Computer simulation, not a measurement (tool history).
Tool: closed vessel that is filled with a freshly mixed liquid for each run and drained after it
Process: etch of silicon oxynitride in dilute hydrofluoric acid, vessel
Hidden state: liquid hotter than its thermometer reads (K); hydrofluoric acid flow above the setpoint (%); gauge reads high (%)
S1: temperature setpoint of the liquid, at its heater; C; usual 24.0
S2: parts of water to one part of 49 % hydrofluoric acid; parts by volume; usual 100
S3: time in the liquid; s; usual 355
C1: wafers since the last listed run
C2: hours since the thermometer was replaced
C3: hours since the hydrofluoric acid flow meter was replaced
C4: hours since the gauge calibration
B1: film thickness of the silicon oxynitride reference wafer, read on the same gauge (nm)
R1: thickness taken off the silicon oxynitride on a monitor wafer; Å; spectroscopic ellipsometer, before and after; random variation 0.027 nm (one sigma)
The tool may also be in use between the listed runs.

Run 1, hour 0.0: usual settings; C1 0; C2 791.4; C3 823.9; C4 305.0; B1 79.98. Result: R1 76.8 Å.
Run 2, hour 17.3: usual settings but S3 245 s; C1 954; C2 808.7; C3 841.2; C4 322.3; B1 80.01. Result: R1 52.6 Å.
Run 3, hour 32.1: usual settings; C1 816; C2 823.5; C3 856.0; C4 337.1; B1 80.06. Result: R1 76.7 Å.
Run 4, hour 43.5: usual settings; C1 629; C2 834.9; C3 867.4; C4 348.5; B1 80.03. Result: R1 76.4 Å.
Run 5, hour 60.1: usual settings; C1 915; C2 851.5; C3 884.0; C4 365.1; B1 80.00. Result: R1 76.7 Å.
Run 6, hour 77.9: usual settings; C1 982; C2 869.3; C3 901.8; C4 382.9; B1 80.00. Result: R1 76.4 Å.
Run 7, hour 110.7: usual settings but S3 225 s; C1 1809; C2 902.1; C3 934.6; C4 415.7; B1 79.96. Result: R1 48.6 Å.
Run 8, hour 121.8: usual settings but S3 225 s; C1 612; C2 913.2; C3 945.7; C4 426.8; B1 80.03. Result: R1 48.4 Å.
Run 9, hour 138.7: usual settings but S3 225 s; C1 932; C2 930.1; C3 962.6; C4 443.7; B1 79.97. Result: R1 48.7 Å.
Run 10, hour 145.4: usual settings; C1 369; C2 936.8; C3 969.3; C4 450.4; B1 80.05. Result: R1 76.7 Å.
Run 11, hour 157.8: usual settings; C1 684; C2 949.2; C3 981.7; C4 462.8; B1 79.95. Result: R1 77.2 Å.
At hour 167.8: thermometer replaced.
Run 12, hour 173.5: usual settings; C1 811; C2 5.7; C3 997.4; C4 478.5; B1 80.02. Result: R1 76.3 Å.
At hour 187.2: hydrofluoric acid flow meter replaced.
Run 13, hour 191.4: usual settings but S2 130 parts by volume; C1 932; C2 23.6; C3 4.2; C4 496.4; B1 79.99. Result: R1 57.5 Å.
Run 14, hour 209.1: usual settings but S2 75 parts by volume; C1 976; C2 41.3; C3 21.9; C4 514.1; B1 80.01. Result: R1 104.5 Å.
Run 15, hour 225.8: usual settings but S2 75 parts by volume; C1 921; C2 58.0; C3 38.6; C4 530.8; B1 79.97. Result: R1 104.2 Å.
At hour 232.1: gauge calibrated.
Run 16, hour 244.8: usual settings but S1 21.5 C, S2 70 parts by volume, S3 295 s; C1 1048; C2 77.0; C3 57.6; C4 12.7; B1 80.00. Result: R1 82.4 Å.
Run 17, hour 251.4: usual settings but S1 19.0 C, S2 145 parts by volume; C1 364; C2 83.6; C3 64.2; C4 19.3; B1 80.05. Result: R1 40.3 Å.
Run 18, hour 266.6: usual settings but S1 27.5 C, S2 135 parts by volume, S3 205 s; C1 838; C2 98.8; C3 79.4; C4 34.5; B1 80.02. Result: R1 37.2 Å.
Run 19, hour 273.0: usual settings but S1 22.5 C, S2 75 parts by volume, S3 280 s; C1 353; C2 105.2; C3 85.8; C4 40.9; B1 79.96. Result: R1 76.6 Å.
Run 20, hour 281.4: usual settings but S3 510 s; C1 463; C2 113.6; C3 94.2; C4 49.3; B1 80.01. Result: R1 110.0 Å.
Run 21, hour 289.3: usual settings but S3 445 s; C1 435; C2 121.5; C3 102.1; C4 57.2; B1 80.01. Result: R1 96.1 Å.
Run 22, hour 307.1: usual settings; C1 982; C2 139.3; C3 119.9; C4 75.0; B1 80.03. Result: R1 76.9 Å.
Run 23, hour 316.3: usual settings; C1 507; C2 148.5; C3 129.1; C4 84.2; B1 79.99. Result: R1 76.5 Å.
Run 24, hour 332.7: usual settings; C1 904; C2 164.9; C3 145.5; C4 100.6; B1 80.05. Result: R1 76.7 Å.
Run 25, hour 350.6: usual settings but S1 28.0 C, S3 235 s; C1 987; C2 182.8; C3 163.4; C4 118.5; B1 80.04. Result: R1 60.5 Å.
Run 26, hour 357.4: usual settings but S1 28.0 C, S2 125 parts by volume; C1 375; C2 189.6; C3 170.2; C4 125.3; B1 79.99. Result: R1 72.5 Å.
Run 27, hour 368.0: usual settings but S2 70 parts by volume, S3 525 s; C1 584; C2 200.2; C3 180.8; C4 135.9; B1 79.98. Result: R1 166.3 Å.
Run 28, hour 384.9: usual settings but S2 85 parts by volume; C1 932; C2 217.1; C3 197.7; C4 152.8; B1 80.00. Result: R1 91.4 Å.
Run 29, hour 391.1: usual settings but S1 27.0 C, S2 65 parts by volume, S3 425 s; C1 342; C2 223.3; C3 203.9; C4 159.0; B1 79.96. Result: R1 168.2 Å.
Run 30, hour 398.1: usual settings but S2 80 parts by volume; C1 386; C2 230.3; C3 210.9; C4 166.0; B1 80.00. Result: R1 96.9 Å.
Run 31, hour 409.3: usual settings but S1 28.0 C, S3 435 s; C1 617; C2 241.5; C3 222.1; C4 177.2; B1 80.01. Result: R1 112.9 Å.
Run 32, hour 417.6: usual settings but S2 50 parts by volume, S3 300 s; C1 457; C2 249.8; C3 230.4; C4 185.5; B1 80.03. Result: R1 134.4 Å.
Run 33, hour 432.5: usual settings but S2 70 parts by volume; C1 822; C2 264.7; C3 245.3; C4 200.4; B1 79.98. Result: R1 112.8 Å.
Run 34, hour 445.6: usual settings but S1 28.5 C; C1 722; C2 277.8; C3 258.4; C4 213.5; B1 80.01. Result: R1 94.2 Å.

Forecast each of these 3 alternatives for the next run:
Run A, hour 446.3: usual settings; C1 38; C2 278.5; C3 259.1; C4 214.2; B1 ?. Result: R1 ?.
Run B, hour 446.3: usual settings but S1 20.0 C; C1 38; C2 278.5; C3 259.1; C4 214.2; B1 ?. Result: R1 ?.
Run C, hour 446.3: usual settings but S1 20.0 C, S2 130 parts by volume, S3 500 s; C1 38; C2 278.5; C3 259.1; C4 214.2; B1 ?. Result: R1 ?.

run     B1    R1
  A  80.00  76.4
  B  80.00  63.1
  C  80.00  66.9
Without the tool's hidden state the same runs would have given:
run    R1
  A  76.4
  B  63.1
  C  66.9
